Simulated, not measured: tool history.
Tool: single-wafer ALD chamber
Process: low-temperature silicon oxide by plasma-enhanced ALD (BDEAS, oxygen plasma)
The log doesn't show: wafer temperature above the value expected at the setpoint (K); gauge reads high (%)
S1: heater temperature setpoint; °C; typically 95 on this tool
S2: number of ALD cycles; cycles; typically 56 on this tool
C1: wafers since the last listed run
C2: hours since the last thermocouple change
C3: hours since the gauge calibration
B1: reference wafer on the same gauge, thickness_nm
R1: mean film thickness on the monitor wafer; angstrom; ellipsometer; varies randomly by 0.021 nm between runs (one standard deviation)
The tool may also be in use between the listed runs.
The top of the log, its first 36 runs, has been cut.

{"run": 37, "hour": 897.8, "S1": 95, "S2": 56, "C1": 80, "C2": 53.4, "C3": 389.8, "B1": 8.346, "R1": 85.02}
{"run": 38, "hour": 932.8, "S1": 95, "S2": 56, "C1": 228, "C2": 88.4, "C3": 424.8, "B1": 8.35, "R1": 84.79}
{"run": 39, "hour": 951.7, "S1": 82, "S2": 64, "C1": 123, "C2": 107.3, "C3": 443.7, "B1": 8.35, "R1": 101.28}
{"run": 40, "hour": 967.4, "S1": 95, "S2": 63, "C1": 102, "C2": 123, "C3": 459.4, "B1": 8.345, "R1": 95.6}
{"run": 41, "hour": 997.6, "S1": 95, "S2": 56, "C1": 197, "C2": 153.2, "C3": 489.6, "B1": 8.348, "R1": 84.96}
{"run": 42, "hour": 1030.7, "S1": 95, "S2": 48, "C1": 216, "C2": 186.3, "C3": 522.7, "B1": 8.349, "R1": 72.65}
{"run": 43, "hour": 1060.0, "S1": 82, "S2": 66, "C1": 191, "C2": 215.6, "C3": 552, "B1": 8.347, "R1": 104.8}
{"run": 44, "hour": 1091.1, "S1": 99, "S2": 63, "C1": 203, "C2": 246.7, "C3": 583.1, "B1": 8.35, "R1": 94.75}
{"run": 45, "hour": 1120.6, "S1": 95, "S2": 63, "C1": 192, "C2": 276.2, "C3": 612.6, "B1": 8.345, "R1": 95.75}
{"run": 46, "hour": 1143.1, "S1": 87, "S2": 51, "C1": 146, "C2": 298.7, "C3": 635.1, "B1": 8.351, "R1": 79.76}
{"run": 47, "hour": 1159.4, "S1": 103, "S2": 47, "C1": 106, "C2": 315, "C3": 651.4, "B1": 8.351, "R1": 70.15}

Consider 3 possible next runs. They are alternatives, not a sequence: every one starts from the tool as it was left by run 47. What does each give?
{"run": "A", "hour": 1159.9, "S1": 108, "S2": 56, "C1": 3, "C2": 315.5, "C3": 651.9, "B1": "?", "R1": "?"}
{"run": "B", "hour": 1159.9, "S1": 104, "S2": 60, "C1": 3, "C2": 315.5, "C3": 651.9, "B1": "?", "R1": "?"}
{"run": "C", "hour": 1159.9, "S1": 89, "S2": 56, "C1": 3, "C2": 315.5, "C3": 651.9, "B1": "?", "R1": "?"}

run=A B1=8.352 R1=82.98
run=B B1=8.352 R1=89.48
run=C B1=8.352 R1=87.15
Without the tool's hidden state the same runs would have given:
run=A R1=82.9
run=B R1=89.39
run=C R1=86.98

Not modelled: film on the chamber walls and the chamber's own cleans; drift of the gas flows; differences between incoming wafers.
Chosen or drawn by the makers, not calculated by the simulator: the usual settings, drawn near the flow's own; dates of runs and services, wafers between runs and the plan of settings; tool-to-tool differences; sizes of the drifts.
